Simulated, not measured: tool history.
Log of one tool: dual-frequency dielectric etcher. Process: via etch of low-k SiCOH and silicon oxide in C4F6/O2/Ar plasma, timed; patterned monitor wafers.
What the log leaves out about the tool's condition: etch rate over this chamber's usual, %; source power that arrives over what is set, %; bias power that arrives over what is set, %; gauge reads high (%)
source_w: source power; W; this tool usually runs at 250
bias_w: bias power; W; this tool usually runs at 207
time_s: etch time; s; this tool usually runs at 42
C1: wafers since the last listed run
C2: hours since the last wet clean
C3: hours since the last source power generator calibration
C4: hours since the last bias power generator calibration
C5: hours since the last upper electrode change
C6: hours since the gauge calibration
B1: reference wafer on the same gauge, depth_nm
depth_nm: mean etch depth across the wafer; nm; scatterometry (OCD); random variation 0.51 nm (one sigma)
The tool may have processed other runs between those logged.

run 1 hour=0 | source_w=250 bias_w=207 time_s=42 | C1=0 C2=371.9 C3=4386.4 C4=1066.3 C5=3680.1 C6=874.2 | B1=92 | depth_nm=97.5
run 2 hour=58.3 | source_w=250 bias_w=207 time_s=42 | C1=581 C2=430.2 C3=4444.7 C4=1124.6 C5=3738.4 C6=932.5 | B1=92 | depth_nm=97.5
-- hour=112.4 wet clean of the chamber
run 3 hour=112.9 | source_w=250 bias_w=207 time_s=42 | C1=305 C2=0.5 C3=4499.3 C4=1179.2 C5=3793 C6=987.1 | B1=92 | depth_nm=95.6
run 4 hour=115.3 | source_w=250 bias_w=207 time_s=42 | C1=23 C2=2.9 C3=4501.7 C4=1181.6 C5=3795.4 C6=989.5 | B1=91.9 | depth_nm=95
run 5 hour=148.5 | source_w=250 bias_w=207 time_s=42 | C1=331 C2=36.1 C3=4534.9 C4=1214.8 C5=3828.6 C6=1022.7 | B1=92 | depth_nm=95.7
-- hour=167.4 source power generator calibrated
run 6 hour=170.4 | source_w=250 bias_w=207 time_s=36 | C1=178 C2=58 C3=3 C4=1236.7 C5=3850.5 C6=1044.6 | B1=92.1 | depth_nm=81.1
run 7 hour=196.4 | source_w=250 bias_w=207 time_s=36 | C1=259 C2=84 C3=29 C4=1262.7 C5=3876.5 C6=1070.6 | B1=92.1 | depth_nm=81.5
run 8 hour=217.2 | source_w=280 bias_w=207 time_s=33 | C1=207 C2=104.8 C3=49.8 C4=1283.5 C5=3897.3 C6=1091.4 | B1=92.2 | depth_nm=79.8
run 9 hour=230.4 | source_w=250 bias_w=207 time_s=42 | C1=131 C2=118 C3=63 C4=1296.7 C5=3910.5 C6=1104.6 | B1=92 | depth_nm=95.7
run 10 hour=264 | source_w=250 bias_w=207 time_s=42 | C1=335 C2=151.6 C3=96.6 C4=1330.3 C5=3944.1 C6=1138.2 | B1=92 | depth_nm=96.6
-- hour=291.3 upper electrode replaced
run 11 hour=291.8 | source_w=250 bias_w=207 time_s=37 | C1=37 C2=179.4 C3=124.4 C4=1358.1 C5=0.5 C6=1166 | B1=92.1 | depth_nm=85.1
-- hour=301.5 bias power generator calibrated
run 12 hour=324.7 | source_w=190 bias_w=223 time_s=42 | C1=288 C2=212.3 C3=157.3 C4=23.2 C5=33.4 C6=1198.9 | B1=92 | depth_nm=87.1
run 13 hour=357 | source_w=230 bias_w=226 time_s=49 | C1=322 C2=244.6 C3=189.6 C4=55.5 C5=65.7 C6=1231.2 | B1=92 | depth_nm=111.1
run 14 hour=387.3 | source_w=250 bias_w=207 time_s=42 | C1=302 C2=274.9 C3=219.9 C4=85.8 C5=96 C6=1261.5 | B1=92 | depth_nm=97.1
run 15 hour=400.8 | source_w=220 bias_w=177 time_s=42 | C1=134 C2=288.4 C3=233.4 C4=99.3 C5=109.5 C6=1275 | B1=91.9 | depth_nm=88
run 16 hour=428.8 | source_w=210 bias_w=207 time_s=42 | C1=279 C2=316.4 C3=261.4 C4=127.3 C5=137.5 C6=1303 | B1=92.1 | depth_nm=90.5
run 17 hour=452.7 | source_w=310 bias_w=244 time_s=47 | C1=238 C2=340.3 C3=285.3 C4=151.2 C5=161.4 C6=1326.9 | B1=92.1 | depth_nm=126.7
run 18 hour=486.5 | source_w=250 bias_w=207 time_s=42 | C1=337 C2=374.1 C3=319.1 C4=185 C5=195.2 C6=1360.7 | B1=92 | depth_nm=98.5
run 19 hour=516.5 | source_w=250 bias_w=207 time_s=42 | C1=299 C2=404.1 C3=349.1 C4=215 C5=225.2 C6=1390.7 | B1=92 | depth_nm=97.5
run 20 hour=541.8 | source_w=250 bias_w=160 time_s=32.5 | C1=252 C2=429.4 C3=374.4 C4=240.3 C5=250.5 C6=1416 | B1=92.1 | depth_nm=71.1
run 21 hour=571.9 | source_w=250 bias_w=207 time_s=42 | C1=300 C2=459.5 C3=404.5 C4=270.4 C5=280.6 C6=1446.1 | B1=92 | depth_nm=98.3
-- hour=589.5 gauge calibrated
-- hour=602 wet clean of the chamber
run 22 hour=602.5 | source_w=290 bias_w=164 time_s=42 | C1=65 C2=0.5 C3=435.1 C4=301 C5=311.2 C6=13 | B1=92 | depth_nm=95.2
run 23 hour=602.9 | source_w=310 bias_w=207 time_s=42 | C1=3 C2=0.9 C3=435.5 C4=301.4 C5=311.6 C6=13.4 | B1=92 | depth_nm=105.1
run 24 hour=635.5 | source_w=250 bias_w=207 time_s=50.5 | C1=325 C2=33.5 C3=468.1 C4=334 C5=344.2 C6=46 | B1=91.9 | depth_nm=115.3
run 25 hour=662.2 | source_w=250 bias_w=207 time_s=42 | C1=266 C2=60.2 C3=494.8 C4=360.7 C5=370.9 C6=72.7 | B1=92.1 | depth_nm=95.9
run 26 hour=685.8 | source_w=200 bias_w=173 time_s=42 | C1=235 C2=83.8 C3=518.4 C4=384.3 C5=394.5 C6=96.3 | B1=92 | depth_nm=81.7
run 27 hour=784.7 | source_w=250 bias_w=207 time_s=42 | C1=987 C2=182.7 C3=617.3 C4=483.2 C5=493.4 C6=195.2 | B1=92 | depth_nm=96.4
run 28 hour=806.8 | source_w=290 bias_w=192 time_s=42 | C1=220 C2=204.8 C3=639.4 C4=505.3 C5=515.5 C6=217.3 | B1=92.1 | depth_nm=100.4
run 29 hour=822.4 | source_w=210 bias_w=173 time_s=51 | C1=155 C2=220.4 C3=655 C4=520.9 C5=531.1 C6=232.9 | B1=92.2 | depth_nm=103.2
run 30 hour=837.4 | source_w=250 bias_w=207 time_s=42 | C1=149 C2=235.4 C3=670 C4=535.9 C5=546.1 C6=247.9 | B1=91.9 | depth_nm=97.3

Hidden state or all else? Some run-to-run changes of depth_nm, split into what the settings, what came in and random variation would give without the hidden state, and what is left for the hidden state (with any gauge scatter that isn't in both results):
Run 2 -> 3: wet clean of the chamber. depth_nm -1.9 nm: hidden state -2.8, all else +0.9.
Run 16 -> 17: source_w 210 -> 310, bias_w 207 -> 244, time_s 42 -> 47. depth_nm +36.2 nm: hidden state +0.8, all else +35.4.
Run 17 -> 18: source_w 310 -> 250, bias_w 244 -> 207, time_s 47 -> 42. depth_nm -28.2 nm: hidden state -0.3, all else -27.9.
Run 20 -> 21: bias_w 160 -> 207, time_s 32.5 -> 42. depth_nm +27.2 nm: hidden state +0.8, all else +26.4.
Run 21 -> 22: source_w 250 -> 290, bias_w 207 -> 164, gauge calibrated, wet clean of the chamber. depth_nm -3.1 nm: hidden state -3, all else -0.1.
